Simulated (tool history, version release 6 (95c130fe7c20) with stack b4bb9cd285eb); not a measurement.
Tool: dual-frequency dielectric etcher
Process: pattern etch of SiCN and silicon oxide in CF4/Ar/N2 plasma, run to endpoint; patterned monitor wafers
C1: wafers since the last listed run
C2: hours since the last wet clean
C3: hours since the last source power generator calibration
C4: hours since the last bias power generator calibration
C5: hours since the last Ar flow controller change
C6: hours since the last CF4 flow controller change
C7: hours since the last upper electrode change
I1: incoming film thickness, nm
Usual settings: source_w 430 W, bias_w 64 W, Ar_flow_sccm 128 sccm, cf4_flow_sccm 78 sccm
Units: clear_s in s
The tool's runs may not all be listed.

Run 1, hour 0.0: usual settings; C1 0; C2 128.4; C3 2739.8; C4 966.7; C5 4951.4; C6 1253.2; C7 2593.2; I1 16.59. Result: clear_s 19.8 s.
Run 2, hour 25.6: usual settings; C1 253; C2 154.0; C3 2765.4; C4 992.3; C5 4977.0; C6 1278.8; C7 2618.8; I1 16.44. Result: clear_s 19.5 s.
Run 3, hour 74.1: usual settings but bias_w 58 W; C1 479; C2 202.5; C3 2813.9; C4 1040.8; C5 5025.5; C6 1327.3; C7 2667.3; I1 16.51. Result: clear_s 20.0 s.
Run 4, hour 122.0: usual settings but bias_w 58 W; C1 473; C2 250.4; C3 2861.8; C4 1088.7; C5 5073.4; C6 1375.2; C7 2715.2; I1 16.45. Result: clear_s 20.3 s.
At hour 138.8: Ar flow controller replaced.
Run 5, hour 186.7: usual settings; C1 580; C2 315.1; C3 2926.5; C4 1153.4; C5 47.9; C6 1439.9; C7 2779.9; I1 16.57. Result: clear_s 19.6 s.
Run 6, hour 216.0: usual settings; C1 289; C2 344.4; C3 2955.8; C4 1182.7; C5 77.2; C6 1469.2; C7 2809.2; I1 16.64. Result: clear_s 19.5 s.
Run 7, hour 270.2: usual settings; C1 536; C2 398.6; C3 3010.0; C4 1236.9; C5 131.4; C6 1523.4; C7 2863.4; I1 16.55. Result: clear_s 19.5 s.
At hour 314.3: CF4 flow controller replaced.
At hour 333.4: source power generator calibrated.
Run 8, hour 335.0: usual settings; C1 542; C2 463.4; C3 1.6; C4 1301.7; C5 196.2; C6 20.7; C7 2928.2; I1 16.52. Result: clear_s 19.3 s.
Run 9, hour 399.4: usual settings but cf4_flow_sccm 65 sccm; C1 637; C2 527.8; C3 66.0; C4 1366.1; C5 260.6; C6 85.1; C7 2992.6; I1 16.46. Result: clear_s 20.4 s.
At hour 441.6: wet clean of the chamber.
Run 10, hour 452.9: usual settings but source_w 500 W, bias_w 52 W, Ar_flow_sccm 97 sccm, cf4_flow_sccm 65 sccm; C1 291; C2 11.3; C3 119.5; C4 1419.6; C5 314.1; C6 138.6; C7 3046.1; I1 16.66. Result: clear_s 18.8 s.
Run 11, hour 478.8: usual settings but bias_w 53 W, Ar_flow_sccm 138 sccm; C1 256; C2 37.2; C3 145.4; C4 1445.5; C5 340.0; C6 164.5; C7 3072.0; I1 16.61. Result: clear_s 21.5 s.
Run 12, hour 521.9: usual settings; C1 426; C2 80.3; C3 188.5; C4 1488.6; C5 383.1; C6 207.6; C7 3115.1; I1 16.31. Result: clear_s 19.4 s.
Run 13, hour 549.4: usual settings but cf4_flow_sccm 69 sccm; C1 272; C2 107.8; C3 216.0; C4 1516.1; C5 410.6; C6 235.1; C7 3142.6; I1 16.55. Result: clear_s 20.1 s.
Run 14, hour 578.7: usual settings; C1 289; C2 137.1; C3 245.3; C4 1545.4; C5 439.9; C6 264.4; C7 3171.9; I1 16.48. Result: clear_s 19.4 s.
Run 15, hour 648.6: usual settings but source_w 340 W, bias_w 54 W, cf4_flow_sccm 91 sccm; C1 691; C2 207.0; C3 315.2; C4 1615.3; C5 509.8; C6 334.3; C7 3241.8; I1 16.43. Result: clear_s 22.7 s.
Run 16, hour 713.6: usual settings but bias_w 72 W; C1 642; C2 272.0; C3 380.2; C4 1680.3; C5 574.8; C6 399.3; C7 3306.8; I1 16.45. Result: clear_s 18.6 s.
Run 17, hour 781.3: usual settings but source_w 360 W, bias_w 75 W; C1 669; C2 339.7; C3 447.9; C4 1748.0; C5 642.5; C6 467.0; C7 3374.5; I1 16.54. Result: clear_s 20.3 s.
At hour 805.0: bias power generator calibrated.
At hour 907.5: upper electrode replaced.
At hour 912.6: wet clean of the chamber.
Run 18, hour 957.5: usual settings; C1 1415; C2 44.9; C3 624.1; C4 152.5; C5 818.7; C6 643.2; C7 50.0; I1 16.52. Result: clear_s 19.4 s.
Run 19, hour 1059.5: usual settings; C1 1008; C2 146.9; C3 726.1; C4 254.5; C5 920.7; C6 745.2; C7 152.0; I1 16.65. Result: clear_s 19.6 s.
Run 20, hour 1100.5: usual settings but source_w 460 W, Ar_flow_sccm 102 sccm, cf4_flow_sccm 91 sccm; C1 405; C2 187.9; C3 767.1; C4 295.5; C5 961.7; C6 786.2; C7 193.0; I1 16.42. Result: clear_s 17.2 s.
Run 21, hour 1129.3: usual settings but source_w 370 W; C1 284; C2 216.7; C3 795.9; C4 324.3; C5 990.5; C6 815.0; C7 221.8; I1 16.49. Result: clear_s 21.3 s.
Run 22, hour 1156.1: usual settings but source_w 400 W, cf4_flow_sccm 72 sccm; C1 265; C2 243.5; C3 822.7; C4 351.1; C5 1017.3; C6 841.8; C7 248.6; I1 16.53. Result: clear_s 20.6 s.
Run 23, hour 1220.8: usual settings but bias_w 60 W, Ar_flow_sccm 106 sccm, cf4_flow_sccm 60 sccm; C1 639; C2 308.2; C3 887.4; C4 415.8; C5 1082.0; C6 906.5; C7 313.3; I1 16.41. Result: clear_s 20.4 s.
Run 24, hour 1260.8: usual settings; C1 395; C2 348.2; C3 927.4; C4 455.8; C5 1122.0; C6 946.5; C7 353.3; I1 16.58. Result: clear_s 19.6 s.

Forecast each of these 4 alternatives for the next run:
Run A, hour 1261.2: usual settings but Ar_flow_sccm 150 sccm; C1 3; C2 348.6; C3 927.8; C4 456.2; C5 1122.4; C6 946.9; C7 353.7; I1 16.58. Result: clear_s ?.
Run B, hour 1261.2: usual settings but source_w 340 W, cf4_flow_sccm 84 sccm; C1 3; C2 348.6; C3 927.8; C4 456.2; C5 1122.4; C6 946.9; C7 353.7; I1 16.58. Result: clear_s ?.
Run C, hour 1261.2: usual settings but source_w 370 W, bias_w 78 W, Ar_flow_sccm 106 sccm, cf4_flow_sccm 89 sccm; C1 3; C2 348.6; C3 927.8; C4 456.2; C5 1122.4; C6 946.9; C7 353.7; I1 16.58. Result: clear_s ?.
Run D, hour 1261.2: usual settings but bias_w 54 W, Ar_flow_sccm 108 sccm, cf4_flow_sccm 60 sccm; C1 3; C2 348.6; C3 927.8; C4 456.2; C5 1122.4; C6 946.9; C7 353.7; I1 16.58. Result: clear_s ?.

run  clear_s
  A     20.4
  B     22.0
  C     18.5
  D     21.4
Without the tool's hidden state the same runs would have given:
run  clear_s
  A     20.4
  B     22.0
  C     18.5
  D     21.4

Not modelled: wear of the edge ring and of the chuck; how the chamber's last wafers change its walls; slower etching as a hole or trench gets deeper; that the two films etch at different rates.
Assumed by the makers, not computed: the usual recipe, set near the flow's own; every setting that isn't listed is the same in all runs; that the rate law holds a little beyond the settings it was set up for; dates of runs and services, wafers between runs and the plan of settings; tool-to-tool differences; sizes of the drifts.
